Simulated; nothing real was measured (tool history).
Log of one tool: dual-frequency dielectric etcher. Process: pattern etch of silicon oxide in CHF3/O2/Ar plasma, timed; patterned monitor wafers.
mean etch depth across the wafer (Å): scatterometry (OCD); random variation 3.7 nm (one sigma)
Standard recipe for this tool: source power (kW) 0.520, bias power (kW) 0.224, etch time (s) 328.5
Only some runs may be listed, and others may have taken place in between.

run   hour  source power (kW)  bias power (kW)  etch time (s)  read-back reference wafer on the same gauge, depth_nm  mean etch depth across the wafer (Å)
  1    0.0              0.440            0.224          328.5                                                  820.3                                  6622
  2   39.6              0.440            0.224          328.5                                                  819.0                                  6698
  3   73.7              0.520            0.224          328.5                                                  821.5                                  6964
  4  145.5              0.480            0.224          328.5                                                  823.7                                  6783
     190.1  -- wet clean of the chamber
  5  205.8              0.520            0.224          328.5                                                  828.2                                  7003
  6  231.4              0.520            0.224          328.5                                                  826.8                                  7030
  7  265.3              0.520            0.224          328.5                                                  827.8                                  6987
     332.5  -- upper electrode replaced
  8  333.0              0.520            0.224          328.5                                                  830.9                                  7014
     337.5  -- source power generator calibrated
  9  416.1              0.520            0.224          328.5                                                  832.3                                  7166
 10  459.3              0.520            0.224          328.5                                                  834.3                                  7043
 11  519.2              0.520            0.224          248.0                                                  836.6                                  5361
 12  568.3              0.520            0.224          328.5                                                  839.7                                  7142
     592.6  -- wet clean of the chamber
 13  593.1              0.520            0.224          328.5                                                  839.0                                  7097
     613.8  -- gauge calibrated
 14  630.2              0.570            0.207          418.5                                                  802.2                                  8610
 15  689.4              0.520            0.224          328.5                                                  804.8                                  6761
     730.8  -- bias power generator calibrated
 16  771.1              0.520            0.189          328.5                                                  806.6                                  6350
 17  824.7              0.460            0.247          392.5                                                  807.7                                  8363
 18  849.3              0.520            0.196          273.5                                                  810.0                                  5319
 19  896.2              0.440            0.242          302.0                                                  813.5                                  6294
     941.8  -- wet clean of the chamber
 20  949.3              0.520            0.224          328.5                                                  814.1                                  6922

The next listed run, before its measurement:
 21  978.6              0.520            0.224          328.5                                                      ?                                     ?

{"run 21": {"read-back reference wafer on the same gauge, depth_nm": 814.9, "mean etch depth across the wafer (Å)": 6891}}
Take away the tool's hidden state, keep the run-to-run variation as it was, and the same run would have given mean etch depth across the wafer (Å) 6813.

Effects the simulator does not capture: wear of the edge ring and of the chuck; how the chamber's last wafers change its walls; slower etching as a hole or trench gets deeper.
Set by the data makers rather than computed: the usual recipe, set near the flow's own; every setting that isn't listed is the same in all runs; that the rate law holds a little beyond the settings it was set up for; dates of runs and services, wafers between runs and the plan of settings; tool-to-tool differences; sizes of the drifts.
